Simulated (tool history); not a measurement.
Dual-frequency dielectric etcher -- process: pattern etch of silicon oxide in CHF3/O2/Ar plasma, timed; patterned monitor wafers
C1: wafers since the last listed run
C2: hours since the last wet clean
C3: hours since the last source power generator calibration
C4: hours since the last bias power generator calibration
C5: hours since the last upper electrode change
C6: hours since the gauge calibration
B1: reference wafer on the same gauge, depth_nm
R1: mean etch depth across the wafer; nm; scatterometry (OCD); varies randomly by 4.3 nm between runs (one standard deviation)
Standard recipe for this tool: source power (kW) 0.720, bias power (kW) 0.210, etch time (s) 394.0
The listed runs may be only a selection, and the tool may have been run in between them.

{"run": 1, "hour": 0.0, "source power (kW)": 0.72, "bias power (kW)": 0.21, "etch time (s)": 394.0, "C1": 0, "C2": 338.4, "C3": 4248.0, "C4": 2903.3, "C5": 5850.0, "C6": 395.8, "B1": 791.8, "R1": 752.4}
{"run": 2, "hour": 8.5, "source power (kW)": 0.72, "bias power (kW)": 0.21, "etch time (s)": 394.0, "C1": 27, "C2": 346.9, "C3": 4256.5, "C4": 2911.8, "C5": 5858.5, "C6": 404.3, "B1": 792.9, "R1": 741.1}
{"run": 3, "hour": 16.5, "source power (kW)": 0.72, "bias power (kW)": 0.21, "etch time (s)": 394.0, "C1": 26, "C2": 354.9, "C3": 4264.5, "C4": 2919.8, "C5": 5866.5, "C6": 412.3, "B1": 793.8, "R1": 733.2}
{"run": 4, "hour": 27.3, "source power (kW)": 0.72, "bias power (kW)": 0.21, "etch time (s)": 394.0, "C1": 35, "C2": 365.7, "C3": 4275.3, "C4": 2930.6, "C5": 5877.3, "C6": 423.1, "B1": 795.4, "R1": 741.5}
{"run": 5, "hour": 40.1, "source power (kW)": 0.72, "bias power (kW)": 0.21, "etch time (s)": 394.0, "C1": 41, "C2": 378.5, "C3": 4288.1, "C4": 2943.4, "C5": 5890.1, "C6": 435.9, "B1": 793.1, "R1": 741.4}
{"run": 6, "hour": 47.3, "source power (kW)": 0.72, "bias power (kW)": 0.21, "etch time (s)": 394.0, "C1": 23, "C2": 385.7, "C3": 4295.3, "C4": 2950.6, "C5": 5897.3, "C6": 443.1, "B1": 793.9, "R1": 739.7}
{"hour": 74.4, "done": "upper electrode replaced, of another model than before"}
{"run": 7, "hour": 74.9, "source power (kW)": 0.72, "bias power (kW)": 0.21, "etch time (s)": 394.0, "C1": 11, "C2": 413.3, "C3": 4322.9, "C4": 2978.2, "C5": 0.5, "C6": 470.7, "B1": 794.5, "R1": 734.7}
{"run": 8, "hour": 75.3, "source power (kW)": 0.72, "bias power (kW)": 0.21, "etch time (s)": 394.0, "C1": 1, "C2": 413.7, "C3": 4323.3, "C4": 2978.6, "C5": 0.9, "C6": 471.1, "B1": 792.8, "R1": 734.1}
{"run": 9, "hour": 80.9, "source power (kW)": 0.72, "bias power (kW)": 0.21, "etch time (s)": 394.0, "C1": 18, "C2": 419.3, "C3": 4328.9, "C4": 2984.2, "C5": 6.5, "C6": 476.7, "B1": 792.5, "R1": 736.5}
{"run": 10, "hour": 87.6, "source power (kW)": 0.72, "bias power (kW)": 0.21, "etch time (s)": 394.0, "C1": 21, "C2": 426.0, "C3": 4335.6, "C4": 2990.9, "C5": 13.2, "C6": 483.4, "B1": 792.8, "R1": 734.7}
{"run": 11, "hour": 101.4, "source power (kW)": 0.65, "bias power (kW)": 0.21, "etch time (s)": 394.0, "C1": 44, "C2": 439.8, "C3": 4349.4, "C4": 3004.7, "C5": 27.0, "C6": 497.2, "B1": 792.6, "R1": 676.1}
{"run": 12, "hour": 115.8, "source power (kW)": 0.86, "bias power (kW)": 0.187, "etch time (s)": 456.0, "C1": 46, "C2": 454.2, "C3": 4363.8, "C4": 3019.1, "C5": 41.4, "C6": 511.6, "B1": 792.3, "R1": 918.0}
{"run": 13, "hour": 131.0, "source power (kW)": 0.72, "bias power (kW)": 0.21, "etch time (s)": 394.0, "C1": 49, "C2": 469.4, "C3": 4379.0, "C4": 3034.3, "C5": 56.6, "C6": 526.8, "B1": 793.3, "R1": 729.6}
{"hour": 165.8, "done": "wet clean of the chamber"}
{"run": 14, "hour": 166.3, "source power (kW)": 0.72, "bias power (kW)": 0.21, "etch time (s)": 394.0, "C1": 36, "C2": 0.5, "C3": 4414.3, "C4": 3069.6, "C5": 91.9, "C6": 562.1, "B1": 794.5, "R1": 762.9}
{"run": 15, "hour": 166.7, "source power (kW)": 0.72, "bias power (kW)": 0.21, "etch time (s)": 394.0, "C1": 1, "C2": 0.9, "C3": 4414.7, "C4": 3070.0, "C5": 92.3, "C6": 562.5, "B1": 792.1, "R1": 769.0}
{"run": 16, "hour": 167.4, "source power (kW)": 0.65, "bias power (kW)": 0.21, "etch time (s)": 308.5, "C1": 2, "C2": 1.6, "C3": 4415.4, "C4": 3070.7, "C5": 93.0, "C6": 563.2, "B1": 793.5, "R1": 558.1}
{"hour": 171.5, "done": "source power generator calibrated"}
{"run": 17, "hour": 180.6, "source power (kW)": 0.58, "bias power (kW)": 0.229, "etch time (s)": 278.5, "C1": 29, "C2": 14.8, "C3": 9.1, "C4": 3083.9, "C5": 106.2, "C6": 576.4, "B1": 791.2, "R1": 466.9}
{"run": 18, "hour": 194.7, "source power (kW)": 0.54, "bias power (kW)": 0.247, "etch time (s)": 491.5, "C1": 45, "C2": 28.9, "C3": 23.2, "C4": 3098.0, "C5": 120.3, "C6": 590.5, "B1": 792.9, "R1": 789.3}
{"hour": 197.6, "done": "gauge calibrated"}
{"run": 19, "hour": 204.6, "source power (kW)": 0.72, "bias power (kW)": 0.21, "etch time (s)": 394.0, "C1": 32, "C2": 38.8, "C3": 33.1, "C4": 3107.9, "C5": 130.2, "C6": 7.0, "B1": 793.2, "R1": 772.1}
{"run": 20, "hour": 220.7, "source power (kW)": 0.65, "bias power (kW)": 0.21, "etch time (s)": 394.0, "C1": 52, "C2": 54.9, "C3": 49.2, "C4": 3124.0, "C5": 146.3, "C6": 23.1, "B1": 794.2, "R1": 705.8}
{"hour": 229.4, "done": "bias power generator calibrated"}
{"run": 21, "hour": 244.7, "source power (kW)": 0.64, "bias power (kW)": 0.166, "etch time (s)": 394.0, "C1": 65, "C2": 78.9, "C3": 73.2, "C4": 15.3, "C5": 170.3, "C6": 47.1, "B1": 792.6, "R1": 624.6}
{"run": 22, "hour": 260.4, "source power (kW)": 0.77, "bias power (kW)": 0.259, "etch time (s)": 394.0, "C1": 51, "C2": 94.6, "C3": 88.9, "C4": 31.0, "C5": 186.0, "C6": 62.8, "B1": 795.0, "R1": 880.0}
{"run": 23, "hour": 276.2, "source power (kW)": 0.83, "bias power (kW)": 0.254, "etch time (s)": 333.5, "C1": 51, "C2": 110.4, "C3": 104.7, "C4": 46.8, "C5": 201.8, "C6": 78.6, "B1": 795.0, "R1": 765.2}
{"run": 24, "hour": 293.7, "source power (kW)": 0.72, "bias power (kW)": 0.21, "etch time (s)": 394.0, "C1": 57, "C2": 127.9, "C3": 122.2, "C4": 64.3, "C5": 219.3, "C6": 96.1, "B1": 791.6, "R1": 756.1}
{"run": 25, "hour": 301.3, "source power (kW)": 0.55, "bias power (kW)": 0.21, "etch time (s)": 394.0, "C1": 24, "C2": 135.5, "C3": 129.8, "C4": 71.9, "C5": 226.9, "C6": 103.7, "B1": 791.8, "R1": 595.1}
{"run": 26, "hour": 316.1, "source power (kW)": 0.89, "bias power (kW)": 0.19, "etch time (s)": 439.5, "C1": 48, "C2": 150.3, "C3": 144.6, "C4": 86.7, "C5": 241.7, "C6": 118.5, "B1": 791.7, "R1": 938.3}
{"run": 27, "hour": 327.9, "source power (kW)": 0.72, "bias power (kW)": 0.161, "etch time (s)": 394.0, "C1": 38, "C2": 162.1, "C3": 156.4, "C4": 98.5, "C5": 253.5, "C6": 130.3, "B1": 792.4, "R1": 683.2}
{"run": 28, "hour": 343.5, "source power (kW)": 0.72, "bias power (kW)": 0.21, "etch time (s)": 394.0, "C1": 50, "C2": 177.7, "C3": 172.0, "C4": 114.1, "C5": 269.1, "C6": 145.9, "B1": 793.2, "R1": 758.5}
{"run": 29, "hour": 356.0, "source power (kW)": 0.72, "bias power (kW)": 0.167, "etch time (s)": 478.0, "C1": 40, "C2": 190.2, "C3": 184.5, "C4": 126.6, "C5": 281.6, "C6": 158.4, "B1": 796.0, "R1": 836.4}
{"run": 30, "hour": 365.8, "source power (kW)": 0.72, "bias power (kW)": 0.21, "etch time (s)": 394.0, "C1": 31, "C2": 200.0, "C3": 194.3, "C4": 136.4, "C5": 291.4, "C6": 168.2, "B1": 791.9, "R1": 763.2}
{"run": 31, "hour": 381.0, "source power (kW)": 0.62, "bias power (kW)": 0.21, "etch time (s)": 394.0, "C1": 49, "C2": 215.2, "C3": 209.5, "C4": 151.6, "C5": 306.6, "C6": 183.4, "B1": 792.8, "R1": 667.8}

Below are 3 alternative next runs, each starting from the tool's condition after run 31. Predict each:
{"run": "A", "hour": 381.5, "source power (kW)": 0.72, "bias power (kW)": 0.21, "etch time (s)": 394.0, "C1": 1, "C2": 215.7, "C3": 210.0, "C4": 152.1, "C5": 307.1, "C6": 183.9, "B1": "?", "R1": "?"}
{"run": "B", "hour": 381.5, "source power (kW)": 0.72, "bias power (kW)": 0.21, "etch time (s)": 470.5, "C1": 1, "C2": 215.7, "C3": 210.0, "C4": 152.1, "C5": 307.1, "C6": 183.9, "B1": "?", "R1": "?"}
{"run": "C", "hour": 381.5, "source power (kW)": 0.72, "bias power (kW)": 0.185, "etch time (s)": 394.0, "C1": 1, "C2": 215.7, "C3": 210.0, "C4": 152.1, "C5": 307.1, "C6": 183.9, "B1": "?", "R1": "?"}

run=A B1=793.1 R1=749.8
run=B B1=793.1 R1=895.4
run=C B1=793.1 R1=712.7
Take away the tool's hidden state, keep each run's random variation, and the runs would have read:
run=A R1=764.0
run=B R1=912.4
run=C R1=726.2
